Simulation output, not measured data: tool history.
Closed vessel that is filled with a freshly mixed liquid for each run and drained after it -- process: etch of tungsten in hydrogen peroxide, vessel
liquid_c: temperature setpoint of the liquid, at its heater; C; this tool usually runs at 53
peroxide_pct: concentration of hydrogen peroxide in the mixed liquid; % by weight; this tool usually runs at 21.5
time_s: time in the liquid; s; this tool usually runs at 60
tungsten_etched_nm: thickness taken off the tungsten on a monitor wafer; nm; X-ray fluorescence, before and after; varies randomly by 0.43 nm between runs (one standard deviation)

| run | hour | liquid_c | peroxide_pct | time_s | wafers since the last listed run | hours since the thermometer was replaced | hours since the peroxide flow meter was replaced | hours since the drum of peroxide was connected | hours since the gauge calibration | read-back film thickness of the tungsten reference wafer, read on the same gauge (nm) | tungsten_etched_nm |
|---|---|---|---|---|---|---|---|---|---|---|---|
| 1 | 0 | 53 | 21.5 | 60 | 0 | 2402.2 | 1116.4 | 433.5 | 1070.8 | 60 | 69.95 |
|  | 50.1 | new drum of peroxide connected |
| 2 | 50.6 | 53 | 21.5 | 60 | 4656 | 2452.8 | 1167 | 0.5 | 1121.4 | 59.99 | 69.55 |
| 3 | 120.6 | 53 | 21.5 | 60 | 6572 | 2522.8 | 1237 | 70.5 | 1191.4 | 60 | 69.44 |
| 4 | 155.8 | 53 | 21.5 | 60 | 3304 | 2558 | 1272.2 | 105.7 | 1226.6 | 60.03 | 68.86 |
| 5 | 199 | 53 | 21.5 | 60 | 4055 | 2601.2 | 1315.4 | 148.9 | 1269.8 | 59.97 | 68.66 |
| 6 | 226.7 | 53 | 26.5 | 70 | 2600 | 2628.9 | 1343.1 | 176.6 | 1297.5 | 59.97 | 89.63 |
|  | 228.8 | gauge calibrated |
| 7 | 289.2 | 53 | 26.5 | 70 | 5867 | 2691.4 | 1405.6 | 239.1 | 60.4 | 59.99 | 90.38 |
| 8 | 335.5 | 58.5 | 21.5 | 60 | 4346 | 2737.7 | 1451.9 | 285.4 | 106.7 | 60.01 | 96.17 |
| 9 | 386.6 | 53 | 21.5 | 60 | 4797 | 2788.8 | 1503 | 336.5 | 157.8 | 59.97 | 68.73 |
|  | 407.7 | peroxide flow meter replaced |
|  | 410 | thermometer replaced |
| 10 | 439.2 | 61.5 | 19 | 85 | 4750 | 29.2 | 31.5 | 389.1 | 210.4 | 60.04 | 163.75 |
| 11 | 503.6 | 58.5 | 19 | 70 | 6046 | 93.6 | 95.9 | 453.5 | 274.8 | 59.97 | 113.25 |
| 12 | 530.1 | 44 | 23.5 | 70 | 2487 | 120.1 | 122.4 | 480 | 301.3 | 59.97 | 52.47 |
|  | 534.2 | new drum of peroxide connected |
| 13 | 577.2 | 56.5 | 21.5 | 30 | 4328 | 167.2 | 169.5 | 43 | 348.4 | 60 | 46.37 |
| 14 | 602.3 | 56.5 | 21.5 | 70 | 2356 | 192.3 | 194.6 | 68.1 | 373.5 | 59.99 | 106.94 |
| 15 | 673.8 | 53 | 21.5 | 60 | 6712 | 263.8 | 266.1 | 139.6 | 445 | 59.99 | 73.06 |
| 16 | 707.2 | 53 | 21.5 | 60 | 3135 | 297.2 | 299.5 | 173 | 478.4 | 60.03 | 73.9 |

Estimate the outcome of run 17 from the log above:
| 17 | 732.5 | 53 | 21.5 | 60 | 2375 | 322.5 | 324.8 | 198.3 | 503.7 | ? | ? |

{"run 17": {"read-back film thickness of the tungsten reference wafer, read on the same gauge (nm)": 59.98, "tungsten_etched_nm": 73.76}}
Were there no unlogged condition in the tool, this run, its random variation unchanged, would have produced tungsten_etched_nm 75.78 nm.
